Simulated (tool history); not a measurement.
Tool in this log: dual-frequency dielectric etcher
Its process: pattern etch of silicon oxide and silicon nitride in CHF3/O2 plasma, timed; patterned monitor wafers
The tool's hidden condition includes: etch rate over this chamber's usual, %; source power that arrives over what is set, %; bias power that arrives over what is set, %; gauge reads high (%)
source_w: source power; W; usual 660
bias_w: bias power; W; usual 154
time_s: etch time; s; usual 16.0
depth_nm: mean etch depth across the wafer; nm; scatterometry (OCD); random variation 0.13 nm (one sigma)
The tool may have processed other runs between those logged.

| run | hour | source_w | bias_w | time_s | wafers since the last listed run | hours since the last wet clean | hours since the last source power generator calibration | hours since the last bias power generator calibration | hours since the last upper electrode change | hours since the gauge calibration | read-back reference wafer on the same gauge, depth_nm | depth_nm |
|---|---|---|---|---|---|---|---|---|---|---|---|---|
| 1 | 0.0 | 660 | 154 | 16.0 | 0 | 103.3 | 3850.4 | 3450.7 | 3275.8 | 1031.1 | 22.42 | 23.36 |
| 2 | 60.0 | 660 | 154 | 16.0 | 1031 | 163.3 | 3910.4 | 3510.7 | 3335.8 | 1091.1 | 22.43 | 23.50 |
|  | 87.1 | source power generator calibrated |
| 3 | 108.0 | 660 | 154 | 16.0 | 756 | 211.3 | 20.9 | 3558.7 | 3383.8 | 1139.1 | 22.45 | 23.28 |
| 4 | 132.1 | 660 | 154 | 16.0 | 414 | 235.4 | 45.0 | 3582.8 | 3407.9 | 1163.2 | 22.46 | 23.50 |
| 5 | 203.7 | 660 | 154 | 16.0 | 1230 | 307.0 | 116.6 | 3654.4 | 3479.5 | 1234.8 | 22.48 | 23.38 |
| 6 | 242.8 | 660 | 154 | 16.0 | 672 | 346.1 | 155.7 | 3693.5 | 3518.6 | 1273.9 | 22.49 | 23.39 |
|  | 256.7 | bias power generator calibrated |
| 7 | 313.2 | 660 | 154 | 16.0 | 1141 | 416.5 | 226.1 | 56.5 | 3589.0 | 1344.3 | 22.52 | 23.41 |
| 8 | 348.8 | 660 | 172 | 16.0 | 612 | 452.1 | 261.7 | 92.1 | 3624.6 | 1379.9 | 22.53 | 24.34 |
|  | 408.8 | wet clean of the chamber |
| 9 | 409.3 | 660 | 172 | 16.0 | 627 | 0.5 | 322.2 | 152.6 | 3685.1 | 1440.4 | 22.55 | 24.53 |
| 10 | 435.0 | 660 | 165 | 16.0 | 441 | 26.2 | 347.9 | 178.3 | 3710.8 | 1466.1 | 22.58 | 23.93 |
| 11 | 478.5 | 660 | 154 | 12.5 | 747 | 69.7 | 391.4 | 221.8 | 3754.3 | 1509.6 | 22.54 | 18.26 |
| 12 | 535.6 | 660 | 154 | 16.0 | 981 | 126.8 | 448.5 | 278.9 | 3811.4 | 1566.7 | 22.60 | 23.68 |
|  | 571.1 | upper electrode replaced |
| 13 | 579.7 | 660 | 154 | 11.5 | 345 | 170.9 | 492.6 | 323.0 | 8.6 | 1610.8 | 22.60 | 17.02 |
| 14 | 633.1 | 660 | 189 | 12.0 | 918 | 224.3 | 546.0 | 376.4 | 62.0 | 1664.2 | 22.62 | 18.80 |
| 15 | 663.3 | 790 | 154 | 16.0 | 519 | 254.5 | 576.2 | 406.6 | 92.2 | 1694.4 | 22.61 | 26.47 |
| 16 | 709.4 | 790 | 130 | 16.0 | 792 | 300.6 | 622.3 | 452.7 | 138.3 | 1740.5 | 22.67 | 24.97 |
| 17 | 769.8 | 660 | 154 | 16.0 | 1038 | 361.0 | 682.7 | 513.1 | 198.7 | 1800.9 | 22.62 | 23.70 |
| 18 | 835.2 | 790 | 132 | 20.5 | 1124 | 426.4 | 748.1 | 578.5 | 264.1 | 1866.3 | 22.71 | 32.15 |
| 19 | 870.8 | 590 | 177 | 13.0 | 612 | 462.0 | 783.7 | 614.1 | 299.7 | 1901.9 | 22.65 | 18.80 |
|  | 903.8 | wet clean of the chamber |
| 20 | 935.4 | 760 | 138 | 18.5 | 697 | 31.6 | 848.3 | 678.7 | 364.3 | 1966.5 | 22.70 | 29.30 |
|  | 939.3 | gauge calibrated |
| 21 | 994.5 | 540 | 142 | 12.5 | 1016 | 90.7 | 907.4 | 737.8 | 423.4 | 55.2 | 22.11 | 15.44 |
| 22 | 1040.3 | 660 | 154 | 16.0 | 787 | 136.5 | 953.2 | 783.6 | 469.2 | 101.0 | 22.12 | 23.06 |
| 23 | 1078.8 | 660 | 154 | 16.0 | 661 | 175.0 | 991.7 | 822.1 | 507.7 | 139.5 | 22.12 | 22.98 |
| 24 | 1114.4 | 660 | 154 | 18.5 | 612 | 210.6 | 1027.3 | 857.7 | 543.3 | 175.1 | 22.15 | 26.72 |
| 25 | 1140.7 | 660 | 154 | 16.0 | 452 | 236.9 | 1053.6 | 884.0 | 569.6 | 201.4 | 22.15 | 23.34 |
| 26 | 1212.2 | 660 | 119 | 18.0 | 1229 | 308.4 | 1125.1 | 955.5 | 641.1 | 272.9 | 22.16 | 24.38 |
| 27 | 1258.7 | 660 | 154 | 16.0 | 799 | 354.9 | 1171.6 | 1002.0 | 687.6 | 319.4 | 22.20 | 23.18 |
| 28 | 1289.5 | 600 | 154 | 19.5 | 529 | 385.7 | 1202.4 | 1032.8 | 718.4 | 350.2 | 22.21 | 26.36 |
| 29 | 1347.3 | 660 | 154 | 11.0 | 993 | 443.5 | 1260.2 | 1090.6 | 776.2 | 408.0 | 22.21 | 15.94 |

Predict each of these 5 candidate next runs independently; none follows another, all start after run 29:
| A | 1347.7 | 500 | 154 | 16.0 | 6 | 443.9 | 1260.6 | 1091.0 | 776.6 | 408.4 | ? | ? |
| B | 1347.7 | 510 | 143 | 14.5 | 6 | 443.9 | 1260.6 | 1091.0 | 776.6 | 408.4 | ? | ? |
| C | 1347.7 | 660 | 144 | 13.5 | 6 | 443.9 | 1260.6 | 1091.0 | 776.6 | 408.4 | ? | ? |
| D | 1347.7 | 820 | 188 | 16.0 | 6 | 443.9 | 1260.6 | 1091.0 | 776.6 | 408.4 | ? | ? |
| E | 1347.7 | 660 | 192 | 16.0 | 6 | 443.9 | 1260.6 | 1091.0 | 776.6 | 408.4 | ? | ? |

| run | read-back reference wafer on the same gauge, depth_nm | depth_nm |
|---|---|---|
| A | 22.23 | 19.08 |
| B | 22.23 | 17.18 |
| C | 22.23 | 19.11 |
| D | 22.23 | 27.79 |
| E | 22.23 | 24.64 |
Without the tool's hidden state the same runs would have given:
| run | depth_nm |
|---|---|
| A | 18.97 |
| B | 17.08 |
| C | 19.01 |
| D | 27.64 |
| E | 24.50 |

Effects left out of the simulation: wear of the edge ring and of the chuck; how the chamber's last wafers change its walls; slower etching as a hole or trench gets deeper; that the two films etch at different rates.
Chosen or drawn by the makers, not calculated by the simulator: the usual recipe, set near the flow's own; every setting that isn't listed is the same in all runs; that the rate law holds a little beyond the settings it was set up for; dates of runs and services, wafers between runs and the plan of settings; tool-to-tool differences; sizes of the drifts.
